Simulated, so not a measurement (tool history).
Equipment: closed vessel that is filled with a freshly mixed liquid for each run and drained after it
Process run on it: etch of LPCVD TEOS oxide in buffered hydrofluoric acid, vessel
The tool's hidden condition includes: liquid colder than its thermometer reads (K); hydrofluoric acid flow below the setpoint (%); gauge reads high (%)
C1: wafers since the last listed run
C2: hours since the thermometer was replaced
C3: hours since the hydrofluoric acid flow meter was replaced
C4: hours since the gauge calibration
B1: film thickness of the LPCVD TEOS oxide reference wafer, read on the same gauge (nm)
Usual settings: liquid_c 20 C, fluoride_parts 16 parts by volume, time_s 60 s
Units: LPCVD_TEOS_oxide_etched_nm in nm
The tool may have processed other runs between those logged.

Run 1, day 0: usual settings but time_s 70 s; C1 0; C2 1579; C3 1495; C4 68.4; B1 79.95. Result: LPCVD_TEOS_oxide_etched_nm 62.47 nm.
Run 2, day 0.946: usual settings but time_s 70 s; C1 1580; C2 1601.7; C3 1517.7; C4 91.1; B1 79.99. Result: LPCVD_TEOS_oxide_etched_nm 62.06 nm.
Run 3, day 4.421: usual settings; C1 5806; C2 1685.1; C3 1601.1; C4 174.5; B1 80.05. Result: LPCVD_TEOS_oxide_etched_nm 52.99 nm.
Run 4, day 5.196: usual settings; C1 1294; C2 1703.7; C3 1619.7; C4 193.1; B1 80.01. Result: LPCVD_TEOS_oxide_etched_nm 53.38 nm.
Run 5, day 6.408: usual settings; C1 2025; C2 1732.8; C3 1648.8; C4 222.2; B1 79.98. Result: LPCVD_TEOS_oxide_etched_nm 53 nm.
Run 6, day 7.467: usual settings; C1 1768; C2 1758.2; C3 1674.2; C4 247.6; B1 80.01. Result: LPCVD_TEOS_oxide_etched_nm 52.41 nm.
Run 7, day 8.562: usual settings; C1 1830; C2 1784.5; C3 1700.5; C4 273.9; B1 80.02. Result: LPCVD_TEOS_oxide_etched_nm 53.56 nm.
Run 8, day 9.754: usual settings; C1 1991; C2 1813.1; C3 1729.1; C4 302.5; B1 80. Result: LPCVD_TEOS_oxide_etched_nm 52.86 nm.
At day 10.142: thermometer replaced.
Run 9, day 10.679: usual settings; C1 1475; C2 12.9; C3 1751.3; C4 324.7; B1 80.01. Result: LPCVD_TEOS_oxide_etched_nm 52.54 nm.
At day 11.679: hydrofluoric acid flow meter replaced.
Run 10, day 12: usual settings; C1 2137; C2 44.6; C3 7.7; C4 356.4; B1 80.02. Result: LPCVD_TEOS_oxide_etched_nm 50.59 nm.
Run 11, day 13.496: usual settings; C1 2499; C2 80.5; C3 43.6; C4 392.3; B1 80.01. Result: LPCVD_TEOS_oxide_etched_nm 50.4 nm.
Run 12, day 14.008: usual settings but liquid_c 22.5 C, time_s 85 s; C1 856; C2 92.8; C3 55.9; C4 404.6; B1 80.01. Result: LPCVD_TEOS_oxide_etched_nm 82.26 nm.
Run 13, day 15.004: usual settings but liquid_c 22.5 C, time_s 85 s; C1 1663; C2 116.7; C3 79.8; C4 428.5; B1 80.03. Result: LPCVD_TEOS_oxide_etched_nm 82.29 nm.
Run 14, day 16.483: usual settings but liquid_c 22.5 C, time_s 85 s; C1 2471; C2 152.2; C3 115.3; C4 464; B1 80.02. Result: LPCVD_TEOS_oxide_etched_nm 81.85 nm.
Run 15, day 17.546: usual settings; C1 1775; C2 177.7; C3 140.8; C4 489.5; B1 79.99. Result: LPCVD_TEOS_oxide_etched_nm 50.5 nm.
Run 16, day 18.796: usual settings but liquid_c 21.5 C, fluoride_parts 11.5 parts by volume; C1 2088; C2 207.7; C3 170.8; C4 519.5; B1 79.99. Result: LPCVD_TEOS_oxide_etched_nm 74.83 nm.
Run 17, day 20.112: usual settings; C1 2199; C2 239.3; C3 202.4; C4 551.1; B1 80. Result: LPCVD_TEOS_oxide_etched_nm 49.87 nm.
Run 18, day 21.479: usual settings but liquid_c 18.5 C, fluoride_parts 10.5 parts by volume; C1 2283; C2 272.1; C3 235.2; C4 583.9; B1 80.03. Result: LPCVD_TEOS_oxide_etched_nm 68.97 nm.
Run 19, day 22.062: usual settings but liquid_c 22 C, time_s 95 s; C1 974; C2 286.1; C3 249.2; C4 597.9; B1 79.98. Result: LPCVD_TEOS_oxide_etched_nm 88.77 nm.
At day 22.629: hydrofluoric acid flow meter replaced, repeated, since the last time left the tool worse.
At day 25.071: gauge calibrated.
Run 20, day 25.154: usual settings but liquid_c 17 C, fluoride_parts 11 parts by volume; C1 5096; C2 360.3; C3 60.6; C4 2; B1 79.98. Result: LPCVD_TEOS_oxide_etched_nm 69.54 nm.
Run 21, day 28.621: usual settings; C1 5792; C2 443.5; C3 143.8; C4 85.2; B1 79.97. Result: LPCVD_TEOS_oxide_etched_nm 56.66 nm.
Run 22, day 29.917: usual settings but liquid_c 17 C, fluoride_parts 12 parts by volume, time_s 95 s; C1 2165; C2 474.6; C3 174.9; C4 116.3; B1 80.01. Result: LPCVD_TEOS_oxide_etched_nm 100.2 nm.
Run 23, day 30.654: usual settings but liquid_c 25 C, fluoride_parts 9.5 parts by volume, time_s 40 s; C1 1232; C2 492.3; C3 192.6; C4 134; B1 79.99. Result: LPCVD_TEOS_oxide_etched_nm 82.06 nm.
Run 24, day 34.921: usual settings but liquid_c 17 C, fluoride_parts 11 parts by volume; C1 7128; C2 594.7; C3 295; C4 236.4; B1 79.98. Result: LPCVD_TEOS_oxide_etched_nm 67.98 nm.
Run 25, day 35.846: usual settings but fluoride_parts 21.5 parts by volume, time_s 30 s; C1 1545; C2 616.9; C3 317.2; C4 258.6; B1 79.96. Result: LPCVD_TEOS_oxide_etched_nm 21.52 nm.
Run 26, day 36.979: usual settings but liquid_c 23.5 C, fluoride_parts 12 parts by volume, time_s 90 s; C1 1893; C2 644.1; C3 344.4; C4 285.8; B1 79.98. Result: LPCVD_TEOS_oxide_etched_nm 137.06 nm.
Run 27, day 37.917: usual settings; C1 1566; C2 666.6; C3 366.9; C4 308.3; B1 80.01. Result: LPCVD_TEOS_oxide_etched_nm 55.92 nm.
Run 28, day 39.171: usual settings; C1 2095; C2 696.7; C3 397; C4 338.4; B1 80. Result: LPCVD_TEOS_oxide_etched_nm 55.63 nm.
Run 29, day 39.946: usual settings but liquid_c 17 C, fluoride_parts 14 parts by volume; C1 1294; C2 715.3; C3 415.6; C4 357; B1 79.97. Result: LPCVD_TEOS_oxide_etched_nm 54.02 nm.
Run 30, day 40.733: usual settings but liquid_c 25 C, fluoride_parts 18.5 parts by volume; C1 1315; C2 734.2; C3 434.5; C4 375.9; B1 80. Result: LPCVD_TEOS_oxide_etched_nm 64.24 nm.
Run 31, day 41.688: usual settings but fluoride_parts 21 parts by volume; C1 1594; C2 757.1; C3 457.4; C4 398.8; B1 80. Result: LPCVD_TEOS_oxide_etched_nm 43.84 nm.
Run 32, day 42.462: usual settings but fluoride_parts 12 parts by volume, time_s 40 s; C1 1294; C2 775.7; C3 476; C4 417.4; B1 79.97. Result: LPCVD_TEOS_oxide_etched_nm 49.97 nm.
Run 33, day 43.108: usual settings but fluoride_parts 22.5 parts by volume, time_s 40 s; C1 1079; C2 791.2; C3 491.5; C4 432.9; B1 79.97. Result: LPCVD_TEOS_oxide_etched_nm 27.73 nm.

Alternative continuations, all from the tool just after run 33; predict every row:
Run A, day 43.138: usual settings; C1 48; C2 791.9; C3 492.2; C4 433.6; B1 ?. Result: LPCVD_TEOS_oxide_etched_nm ?.
Run B, day 43.138: usual settings but liquid_c 17 C, time_s 85 s; C1 48; C2 791.9; C3 492.2; C4 433.6; B1 ?. Result: LPCVD_TEOS_oxide_etched_nm ?.
Run C, day 43.138: usual settings but liquid_c 25 C, time_s 80 s; C1 48; C2 791.9; C3 492.2; C4 433.6; B1 ?. Result: LPCVD_TEOS_oxide_etched_nm ?.
Run D, day 43.138: usual settings but time_s 50 s; C1 48; C2 791.9; C3 492.2; C4 433.6; B1 ?. Result: LPCVD_TEOS_oxide_etched_nm ?.

run  B1  LPCVD_TEOS_oxide_etched_nm
  A  80                        55.8
  B  80                       66.69
  C  80                       98.04
  D  80                        46.5
What these runs would have given with no unlogged condition in the tool:
run  LPCVD_TEOS_oxide_etched_nm
  A                       57.57
  B                       68.82
  C                      101.16
  D                       47.98
